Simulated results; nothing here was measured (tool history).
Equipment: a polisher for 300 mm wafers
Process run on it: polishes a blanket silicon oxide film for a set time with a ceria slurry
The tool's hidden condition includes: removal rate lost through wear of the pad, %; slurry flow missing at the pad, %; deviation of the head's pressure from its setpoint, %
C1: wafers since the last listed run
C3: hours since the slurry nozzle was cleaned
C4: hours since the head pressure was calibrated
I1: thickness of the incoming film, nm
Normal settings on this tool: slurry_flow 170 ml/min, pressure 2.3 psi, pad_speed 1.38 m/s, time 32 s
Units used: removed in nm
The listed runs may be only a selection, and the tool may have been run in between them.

run 1 hour=0 | slurry_flow=170 pressure=2.3 pad_speed=1.38 time=32 | C1=0 wafers_polished_on_this_pad=160 C3=485.4 C4=757.7 | I1=1080.5 | removed=146.3
run 2 hour=12.3 | slurry_flow=170 pressure=2.3 pad_speed=1.38 time=32 | C1=102 wafers_polished_on_this_pad=263 C3=497.7 C4=770 | I1=1102.1 | removed=145.3
run 3 hour=24.1 | slurry_flow=170 pressure=2.3 pad_speed=1.38 time=32 | C1=98 wafers_polished_on_this_pad=362 C3=509.5 C4=781.8 | I1=1076.4 | removed=147.1
run 4 hour=37.5 | slurry_flow=170 pressure=1.7 pad_speed=1.76 time=32 | C1=111 wafers_polished_on_this_pad=474 C3=522.9 C4=795.2 | I1=1066.5 | removed=150.5
run 5 hour=54 | slurry_flow=170 pressure=1.7 pad_speed=1.76 time=32 | C1=137 wafers_polished_on_this_pad=612 C3=539.4 C4=811.7 | I1=1094 | removed=146
run 6 hour=62.9 | slurry_flow=170 pressure=1.7 pad_speed=1.76 time=32 | C1=74 wafers_polished_on_this_pad=686 C3=548.3 C4=820.6 | I1=1088.1 | removed=144.1
run 7 hour=71.6 | slurry_flow=140 pressure=2.3 pad_speed=1.38 time=32 | C1=72 wafers_polished_on_this_pad=759 C3=557 C4=829.3 | I1=1088.2 | removed=132.3
run 8 hour=80.2 | slurry_flow=170 pressure=2.3 pad_speed=1.38 time=32 | C1=71 wafers_polished_on_this_pad=831 C3=565.6 C4=837.9 | I1=1093.5 | removed=133.3
-- hour=96.1 worn pad replaced by a new one
run 9 hour=96.6 | slurry_flow=170 pressure=2.3 pad_speed=1.38 time=32 | C1=103 wafers_polished_on_this_pad=3 C3=582 C4=854.3 | I1=1066.9 | removed=145.6
run 10 hour=103.2 | slurry_flow=170 pressure=2.3 pad_speed=1.38 time=32 | C1=55 wafers_polished_on_this_pad=59 C3=588.6 C4=860.9 | I1=1096.1 | removed=144.7
run 11 hour=114.9 | slurry_flow=195 pressure=2.3 pad_speed=1.54 time=32 | C1=97 wafers_polished_on_this_pad=156 C3=600.3 C4=872.6 | I1=1086.4 | removed=164.6
run 12 hour=131.8 | slurry_flow=195 pressure=2.3 pad_speed=1.54 time=32 | C1=141 wafers_polished_on_this_pad=298 C3=617.2 C4=889.5 | I1=1086.1 | removed=165
-- hour=139.8 head pressure recalibrated
run 13 hour=146.1 | slurry_flow=170 pressure=2.3 pad_speed=1.38 time=32 | C1=102 wafers_polished_on_this_pad=400 C3=631.5 C4=6.3 | I1=1079.1 | removed=141.6
run 14 hour=156.2 | slurry_flow=170 pressure=2.3 pad_speed=1.38 time=32 | C1=84 wafers_polished_on_this_pad=485 C3=641.6 C4=16.4 | I1=1068.6 | removed=142.3
-- hour=193 worn pad replaced by a new one
run 15 hour=198.4 | slurry_flow=170 pressure=2.3 pad_speed=1.38 time=32 | C1=319 wafers_polished_on_this_pad=44 C3=683.8 C4=58.6 | I1=1068.2 | removed=146.5
run 16 hour=211.1 | slurry_flow=170 pressure=2.3 pad_speed=1.38 time=32 | C1=106 wafers_polished_on_this_pad=150 C3=696.5 C4=71.3 | I1=1085.5 | removed=147.4
run 17 hour=236.1 | slurry_flow=170 pressure=1.7 pad_speed=1.38 time=32 | C1=208 wafers_polished_on_this_pad=359 C3=721.5 C4=96.3 | I1=1069.5 | removed=119.7
run 18 hour=250.6 | slurry_flow=170 pressure=1.7 pad_speed=1.38 time=32 | C1=121 wafers_polished_on_this_pad=481 C3=736 C4=110.8 | I1=1085.9 | removed=118.2
run 19 hour=265.7 | slurry_flow=170 pressure=1.7 pad_speed=0.98 time=41 | C1=126 wafers_polished_on_this_pad=607 C3=751.1 C4=125.9 | I1=1096.6 | removed=104.8
run 20 hour=287.6 | slurry_flow=170 pressure=1.7 pad_speed=1.76 time=32 | C1=182 wafers_polished_on_this_pad=790 C3=773 C4=147.8 | I1=1070.6 | removed=139.1
-- hour=293.2 worn pad replaced by a new one
run 21 hour=295.7 | slurry_flow=200 pressure=3 pad_speed=1.38 time=38 | C1=34 wafers_polished_on_this_pad=21 C3=781.1 C4=155.9 | I1=1098.1 | removed=215.2
run 22 hour=303.8 | slurry_flow=230 pressure=2.3 pad_speed=1.72 time=41 | C1=67 wafers_polished_on_this_pad=88 C3=789.2 C4=164 | I1=1080.3 | removed=241.5
run 23 hour=312.6 | slurry_flow=170 pressure=2.3 pad_speed=1.7 time=32 | C1=73 wafers_polished_on_this_pad=162 C3=798 C4=172.8 | I1=1081.3 | removed=178.8
-- hour=319 slurry nozzle cleaned
run 24 hour=324.5 | slurry_flow=170 pressure=2.3 pad_speed=1.7 time=32 | C1=91 wafers_polished_on_this_pad=253 C3=5.5 C4=184.7 | I1=1094.9 | removed=180.6
run 25 hour=340.2 | slurry_flow=170 pressure=2.3 pad_speed=1.38 time=32 | C1=131 wafers_polished_on_this_pad=384 C3=21.2 C4=200.4 | I1=1062.9 | removed=145
run 26 hour=349.3 | slurry_flow=215 pressure=2 pad_speed=1.58 time=38 | C1=76 wafers_polished_on_this_pad=460 C3=30.3 C4=209.5 | I1=1078.7 | removed=177.6
run 27 hour=357.1 | slurry_flow=170 pressure=2.3 pad_speed=1.38 time=32 | C1=65 wafers_polished_on_this_pad=525 C3=38.1 C4=217.3 | I1=1069.3 | removed=143.9
run 28 hour=370 | slurry_flow=170 pressure=2.3 pad_speed=1.54 time=32 | C1=107 wafers_polished_on_this_pad=633 C3=51 C4=230.2 | I1=1093.7 | removed=154.1
-- hour=389.4 worn pad replaced by a new one
run 29 hour=389.9 | slurry_flow=130 pressure=2.3 pad_speed=1.56 time=32 | C1=132 wafers_polished_on_this_pad=4 C3=70.9 C4=250.1 | I1=1079.7 | removed=157.5
run 30 hour=404 | slurry_flow=205 pressure=2.3 pad_speed=1.38 time=32 | C1=117 wafers_polished_on_this_pad=121 C3=85 C4=264.2 | I1=1084.5 | removed=147.7
run 31 hour=418.4 | slurry_flow=170 pressure=2.3 pad_speed=1.54 time=32 | C1=120 wafers_polished_on_this_pad=242 C3=99.4 C4=278.6 | I1=1082 | removed=160.6
run 32 hour=428 | slurry_flow=135 pressure=2.8 pad_speed=1.24 time=41 | C1=80 wafers_polished_on_this_pad=322 C3=109 C4=288.2 | I1=1097.3 | removed=181.8
run 33 hour=434.2 | slurry_flow=170 pressure=2.3 pad_speed=1.38 time=32 | C1=51 wafers_polished_on_this_pad=374 C3=115.2 C4=294.4 | I1=1081.2 | removed=143.6
run 34 hour=442.1 | slurry_flow=170 pressure=2.3 pad_speed=1.38 time=32 | C1=66 wafers_polished_on_this_pad=440 C3=123.1 C4=302.3 | I1=1084.1 | removed=140.2
run 35 hour=453 | slurry_flow=170 pressure=1.6 pad_speed=1.7 time=37 | C1=91 wafers_polished_on_this_pad=531 C3=134 C4=313.2 | I1=1071.4 | removed=154.8
run 36 hour=469.4 | slurry_flow=130 pressure=2.7 pad_speed=1.62 time=41 | C1=137 wafers_polished_on_this_pad=668 C3=150.4 C4=329.6 | I1=1082 | removed=221.4
run 37 hour=483.1 | slurry_flow=135 pressure=3 pad_speed=1.74 time=32 | C1=114 wafers_polished_on_this_pad=782 C3=164.1 C4=343.3 | I1=1097.8 | removed=194.5
-- hour=490.7 worn pad replaced by a new one
run 38 hour=496.5 | slurry_flow=170 pressure=2.3 pad_speed=1.38 time=32 | C1=78 wafers_polished_on_this_pad=48 C3=177.5 C4=356.7 | I1=1104.1 | removed=146.4

Hidden state, per run?
slurry flow missing at the pad, %: 0 across all the runs
deviation of the head's pressure from its setpoint, %: 0 across all the runs
H1: removal rate lost through wear of the pad, %
run=1 H1=0.611
run=2 H1=1.23
run=3 H1=2.11
run=4 H1=3.44
run=5 H1=5.57
run=6 H1=6.94
run=7 H1=8.43
run=8 H1=10.1
run=9 H1=1.31
run=10 H1=1.36
run=11 H1=1.66
run=12 H1=2.58
run=13 H1=3.79
run=14 H1=4.89
run=15 H1=0.487
run=16 H1=0.782
run=17 H1=2.3
run=18 H1=3.75
run=19 H1=5.7
run=20 H1=9.33
run=21 H1=0.428
run=22 H1=0.534
run=23 H1=0.796
run=24 H1=1.4
run=25 H1=2.62
run=26 H1=3.55
run=27 H1=4.48
run=28 H1=6.28
run=29 H1=2.7
run=30 H1=2.91
run=31 H1=3.53
run=32 H1=4.17
run=33 H1=4.69
run=34 H1=5.45
run=35 H1=6.71
run=36 H1=9.05
run=37 H1=11.4
run=38 H1=2.16
